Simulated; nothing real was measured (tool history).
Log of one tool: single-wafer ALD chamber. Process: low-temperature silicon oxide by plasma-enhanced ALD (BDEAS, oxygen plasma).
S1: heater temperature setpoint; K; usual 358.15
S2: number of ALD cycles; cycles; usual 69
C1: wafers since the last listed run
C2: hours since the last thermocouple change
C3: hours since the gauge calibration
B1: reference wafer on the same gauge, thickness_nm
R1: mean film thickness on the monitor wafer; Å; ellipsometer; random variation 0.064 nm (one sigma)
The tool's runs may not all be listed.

run   hour      S1  S2   C1      C2     C3      B1      R1
  1      0  358.15  69    0    1538  210.7  10.101  117.58
  2   24.1  358.15  69  104  1562.1  234.8  10.103  117.66
  3   38.7  358.15  69   63  1576.7  249.4  10.116  116.87
  4   55.9  358.15  69   74  1593.9  266.6  10.109  117.19
  5   69.8  358.15  69   60  1607.8  280.5  10.102  117.11
  6   85.9  358.15  65   69  1623.9  296.6  10.107  110.59
  7   95.5  358.15  65   41  1633.5  306.2  10.093  110.67
  8  113.1  358.15  65   75  1651.1  323.8    10.1  109.88
  9  125.6  351.15  76   53  1663.6  336.3  10.099  132.23
 10  144.2  358.15  69   80  1682.2  354.9  10.085   117.8
 11  157.6  347.15  75   57  1695.6  368.3  10.105  133.41
 12  166.1  347.15  75   36  1704.1  376.8  10.094  131.94
 13  175.5  367.15  69   40  1713.5  386.2  10.113   113.3
 14  184.1  367.15  69   37  1722.1  394.8  10.113  113.09
 15  193.9  358.15  78   42  1731.9  404.6  10.087  131.95
 16  205.8  358.15  78   51  1743.8  416.5  10.096  132.51
 17  221.3  358.15  78   66  1759.3    432  10.106  132.68
 18  237.7  358.15  69   70  1775.7  448.4  10.102  117.11
 19  281.7  358.15  69  189  1819.7  492.4  10.109  116.87
 20  291.2  365.15  69   41  1829.2  501.9  10.101  113.39
 21  303.3  343.15  78   52  1841.3    514  10.086  139.62
 22  314.7  366.15  79   49  1852.7  525.4  10.102  130.23
 23  327.5  345.15  76   55  1865.5  538.2   10.11  135.89
 24  336.1  353.15  61   37  1874.1  546.8  10.088  105.45
 25  351.2  358.15  69   65  1889.2  561.9  10.092  117.53
 26  362.4  345.15  61   48  1900.4  573.1  10.088   108.8
 27  380.4  350.15  61   77  1918.4  591.1    10.1  107.01
     394.7  -- gauge calibrated
 28  402.6  370.15  60   95  1940.6    7.9  10.089   96.27
 29  417.8  358.15  69   65  1955.8   23.1  10.104  117.02
 30    430  372.15  60   52    1968   35.3  10.105   96.61
 31  442.6  358.15  80   54  1980.6   47.9  10.098  135.42
 32  453.3  344.15  77   46  1991.3   58.6  10.112  138.09
     465.6  -- thermocouple changed; heater temperature recalibrated
 33  484.2  351.15  77   98    18.6   89.5  10.097   134.3
 34  497.3  349.15  63   56    31.7  102.6  10.097  111.39
 35  504.3  351.15  59   30    38.7  109.6  10.079  102.99
 36  513.4  370.15  60   39    47.8  118.7  10.103   96.83
 37  522.4  358.15  69   38    56.8  127.7  10.101  117.68
 38  531.9  373.15  81   41    66.3  137.2  10.086  130.21
 39  546.2  370.15  73   61    80.6  151.5  10.112  118.61
 40  560.9  351.15  61   63    95.3  166.2  10.103  106.22
 41  600.4  368.15  69  170   134.8  205.7  10.098  111.64

What the log doesn't show, run by run:
wafer temperature above the value expected at the setpoint (K): 0 in every run
gauge reads high (%): 0 in every run
